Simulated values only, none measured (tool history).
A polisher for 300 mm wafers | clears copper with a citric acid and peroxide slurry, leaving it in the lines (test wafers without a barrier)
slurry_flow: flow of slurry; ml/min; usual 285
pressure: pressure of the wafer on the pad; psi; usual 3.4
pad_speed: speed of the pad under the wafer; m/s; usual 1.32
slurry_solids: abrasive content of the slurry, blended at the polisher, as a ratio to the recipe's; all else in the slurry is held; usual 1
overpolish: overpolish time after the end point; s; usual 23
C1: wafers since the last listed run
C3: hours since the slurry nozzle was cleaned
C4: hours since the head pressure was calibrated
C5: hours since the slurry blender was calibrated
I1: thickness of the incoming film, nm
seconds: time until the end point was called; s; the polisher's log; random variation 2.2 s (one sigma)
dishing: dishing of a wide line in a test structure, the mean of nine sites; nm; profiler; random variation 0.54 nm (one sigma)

{"run": 1, "hour": 0.0, "slurry_flow": 285, "pressure": 3.4, "pad_speed": 1.32, "slurry_solids": 0.85, "overpolish": 23, "C1": 0, "wafers polished on this pad": 720, "C3": 250.5, "C4": 1163.3, "C5": 113.3, "I1": 508.6, "seconds": 161.5, "dishing": 41.3}
{"run": 2, "hour": 21.8, "slurry_flow": 285, "pressure": 3.4, "pad_speed": 1.32, "slurry_solids": 0.85, "overpolish": 23, "C1": 124, "wafers polished on this pad": 845, "C3": 272.3, "C4": 1185.1, "C5": 135.1, "I1": 506.6, "seconds": 160.7, "dishing": 41.4}
{"run": 3, "hour": 52.6, "slurry_flow": 285, "pressure": 3.4, "pad_speed": 1.32, "slurry_solids": 1, "overpolish": 23, "C1": 176, "wafers polished on this pad": 1021, "C3": 303.1, "C4": 1215.9, "C5": 165.9, "I1": 509, "seconds": 154.3, "dishing": 41}
{"run": 4, "hour": 84.3, "slurry_flow": 285, "pressure": 3.4, "pad_speed": 1.32, "slurry_solids": 1, "overpolish": 23, "C1": 181, "wafers polished on this pad": 1203, "C3": 334.8, "C4": 1247.6, "C5": 197.6, "I1": 502.4, "seconds": 159.5, "dishing": 40.2}
{"run": 5, "hour": 113.9, "slurry_flow": 285, "pressure": 3.4, "pad_speed": 1.32, "slurry_solids": 1, "overpolish": 23, "C1": 169, "wafers polished on this pad": 1372, "C3": 364.4, "C4": 1277.2, "C5": 227.2, "I1": 508.6, "seconds": 170.4, "dishing": 38.7}
{"hour": 138.0, "done": "slurry blender recalibrated"}
{"hour": 141.8, "done": "worn pad replaced by a new one"}
{"run": 6, "hour": 146.5, "slurry_flow": 260, "pressure": 3.4, "pad_speed": 1.32, "slurry_solids": 1, "overpolish": 23, "C1": 153, "wafers polished on this pad": 26, "C3": 397, "C4": 1309.8, "C5": 8.5, "I1": 508.1, "seconds": 147.5, "dishing": 42.3}
{"run": 7, "hour": 172.5, "slurry_flow": 285, "pressure": 3.4, "pad_speed": 1.32, "slurry_solids": 1, "overpolish": 23, "C1": 148, "wafers polished on this pad": 175, "C3": 423, "C4": 1335.8, "C5": 34.5, "I1": 513.3, "seconds": 143.8, "dishing": 43}
{"run": 8, "hour": 194.3, "slurry_flow": 285, "pressure": 2.4, "pad_speed": 1.1, "slurry_solids": 1.2, "overpolish": 23, "C1": 124, "wafers polished on this pad": 300, "C3": 444.8, "C4": 1357.6, "C5": 56.3, "I1": 501.2, "seconds": 213, "dishing": 32.2}
{"run": 9, "hour": 226.5, "slurry_flow": 285, "pressure": 3.4, "pad_speed": 1.32, "slurry_solids": 0.85, "overpolish": 23, "C1": 184, "wafers polished on this pad": 485, "C3": 477, "C4": 1389.8, "C5": 88.5, "I1": 506.7, "seconds": 156.7, "dishing": 40.9}
{"run": 10, "hour": 261.0, "slurry_flow": 285, "pressure": 3.9, "pad_speed": 1.32, "slurry_solids": 1.2, "overpolish": 15, "C1": 197, "wafers polished on this pad": 682, "C3": 511.5, "C4": 1424.3, "C5": 123, "I1": 503.4, "seconds": 127.2, "dishing": 34.8}
{"run": 11, "hour": 296.9, "slurry_flow": 340, "pressure": 3.4, "pad_speed": 1.76, "slurry_solids": 0.9, "overpolish": 30, "C1": 205, "wafers polished on this pad": 888, "C3": 547.4, "C4": 1460.2, "C5": 158.9, "I1": 508.3, "seconds": 120.6, "dishing": 57}
{"hour": 308.2, "done": "head pressure recalibrated"}
{"run": 12, "hour": 331.8, "slurry_flow": 350, "pressure": 4.4, "pad_speed": 1.32, "slurry_solids": 1, "overpolish": 23, "C1": 188, "wafers polished on this pad": 1077, "C3": 582.3, "C4": 23.6, "C5": 193.8, "I1": 506.1, "seconds": 130.4, "dishing": 47.4}
{"hour": 351.2, "done": "slurry nozzle cleaned"}
{"run": 13, "hour": 366.5, "slurry_flow": 285, "pressure": 4.4, "pad_speed": 1.32, "slurry_solids": 1, "overpolish": 10, "C1": 193, "wafers polished on this pad": 1270, "C3": 15.3, "C4": 58.3, "C5": 228.5, "I1": 502.8, "seconds": 138.8, "dishing": 24.6}
{"hour": 378.5, "done": "slurry blender recalibrated"}
{"run": 14, "hour": 379.4, "slurry_flow": 285, "pressure": 3.4, "pad_speed": 1.32, "slurry_solids": 1, "overpolish": 23, "C1": 62, "wafers polished on this pad": 1332, "C3": 28.2, "C4": 71.2, "C5": 0.9, "I1": 504.3, "seconds": 147.4, "dishing": 43.4}
{"hour": 396.6, "done": "worn pad replaced by a new one"}
{"run": 15, "hour": 402.4, "slurry_flow": 285, "pressure": 3.4, "pad_speed": 1.74, "slurry_solids": 0.8, "overpolish": 23, "C1": 108, "wafers polished on this pad": 33, "C3": 51.2, "C4": 94.2, "C5": 23.9, "I1": 509.4, "seconds": 120.6, "dishing": 49.7}
{"run": 16, "hour": 418.5, "slurry_flow": 285, "pressure": 4.4, "pad_speed": 1.32, "slurry_solids": 1, "overpolish": 10, "C1": 92, "wafers polished on this pad": 125, "C3": 67.3, "C4": 110.3, "C5": 40, "I1": 505.9, "seconds": 118.9, "dishing": 27.2}
{"run": 17, "hour": 434.4, "slurry_flow": 285, "pressure": 4.5, "pad_speed": 1.04, "slurry_solids": 1, "overpolish": 23, "C1": 91, "wafers polished on this pad": 216, "C3": 83.2, "C4": 126.2, "C5": 55.9, "I1": 500.7, "seconds": 145.5, "dishing": 43.8}
{"run": 18, "hour": 460.6, "slurry_flow": 350, "pressure": 2.6, "pad_speed": 1.04, "slurry_solids": 1, "overpolish": 14, "C1": 150, "wafers polished on this pad": 366, "C3": 109.4, "C4": 152.4, "C5": 82.1, "I1": 502.4, "seconds": 222.6, "dishing": 20.6}
{"run": 19, "hour": 489.9, "slurry_flow": 345, "pressure": 3.4, "pad_speed": 1.32, "slurry_solids": 1.25, "overpolish": 23, "C1": 167, "wafers polished on this pad": 534, "C3": 138.7, "C4": 181.7, "C5": 111.4, "I1": 503.5, "seconds": 139.8, "dishing": 45.4}
{"run": 20, "hour": 524.1, "slurry_flow": 225, "pressure": 3.4, "pad_speed": 0.98, "slurry_solids": 1, "overpolish": 23, "C1": 195, "wafers polished on this pad": 730, "C3": 172.9, "C4": 215.9, "C5": 145.6, "I1": 501.9, "seconds": 201.5, "dishing": 33.7}
{"run": 21, "hour": 549.1, "slurry_flow": 365, "pressure": 2.3, "pad_speed": 1.32, "slurry_solids": 1, "overpolish": 23, "C1": 143, "wafers polished on this pad": 873, "C3": 197.9, "C4": 240.9, "C5": 170.6, "I1": 509.7, "seconds": 213.1, "dishing": 33.5}
{"run": 22, "hour": 570.8, "slurry_flow": 285, "pressure": 4.3, "pad_speed": 1.64, "slurry_solids": 0.75, "overpolish": 23, "C1": 124, "wafers polished on this pad": 998, "C3": 219.6, "C4": 262.6, "C5": 192.3, "I1": 501.5, "seconds": 112.1, "dishing": 49.9}
{"hour": 602.1, "done": "worn pad replaced by a new one"}
{"run": 23, "hour": 604.8, "slurry_flow": 285, "pressure": 2.5, "pad_speed": 1.32, "slurry_solids": 0.75, "overpolish": 23, "C1": 171, "wafers polished on this pad": 15, "C3": 253.6, "C4": 296.6, "C5": 226.3, "I1": 507.7, "seconds": 232.8, "dishing": 31.3}
{"hour": 631.9, "done": "slurry blender recalibrated"}
{"run": 24, "hour": 635.2, "slurry_flow": 350, "pressure": 4.4, "pad_speed": 1.32, "slurry_solids": 1, "overpolish": 23, "C1": 162, "wafers polished on this pad": 178, "C3": 284, "C4": 327, "C5": 3.3, "I1": 504.3, "seconds": 115.9, "dishing": 50.7}
{"run": 25, "hour": 653.1, "slurry_flow": 285, "pressure": 2.5, "pad_speed": 1.32, "slurry_solids": 0.75, "overpolish": 23, "C1": 102, "wafers polished on this pad": 280, "C3": 301.9, "C4": 344.9, "C5": 21.2, "I1": 500.5, "seconds": 198.7, "dishing": 34.2}
{"run": 26, "hour": 679.5, "slurry_flow": 285, "pressure": 3.4, "pad_speed": 1.6, "slurry_solids": 0.8, "overpolish": 32, "C1": 151, "wafers polished on this pad": 431, "C3": 328.3, "C4": 371.3, "C5": 47.6, "I1": 509.2, "seconds": 135.4, "dishing": 56.7}
{"run": 27, "hour": 710.0, "slurry_flow": 240, "pressure": 3.9, "pad_speed": 1.32, "slurry_solids": 1.15, "overpolish": 34, "C1": 174, "wafers polished on this pad": 606, "C3": 358.8, "C4": 401.8, "C5": 78.1, "I1": 504.1, "seconds": 129.4, "dishing": 59}

What the log doesn't show, run by run:
removal rate lost through wear of the pad, %: 0 in every run
slurry flow missing at the pad, %: 0 in every run
deviation of the head's pressure from its setpoint, %: 0 in every run
H1: abrasive missing from the slurry, %
run=1 H1=10.1
run=2 H1=13.8
run=3 H1=20.3
run=4 H1=28.4
run=5 H1=37.1
run=6 H1=3.36
run=7 H1=4.14
run=8 H1=5.52
run=9 H1=8.77
run=10 H1=13.9
run=11 H1=20.9
run=12 H1=29.5
run=13 H1=39.8
run=14 H1=1.36
run=15 H1=1.75
run=16 H1=2.47
run=17 H1=3.54
run=18 H1=6.06
run=19 H1=10
run=20 H1=16.2
run=21 H1=21.7
run=22 H1=27.2
run=23 H1=37.1
run=24 H1=0.233
run=25 H1=0.539
run=26 H1=1.81
run=27 H1=4.48
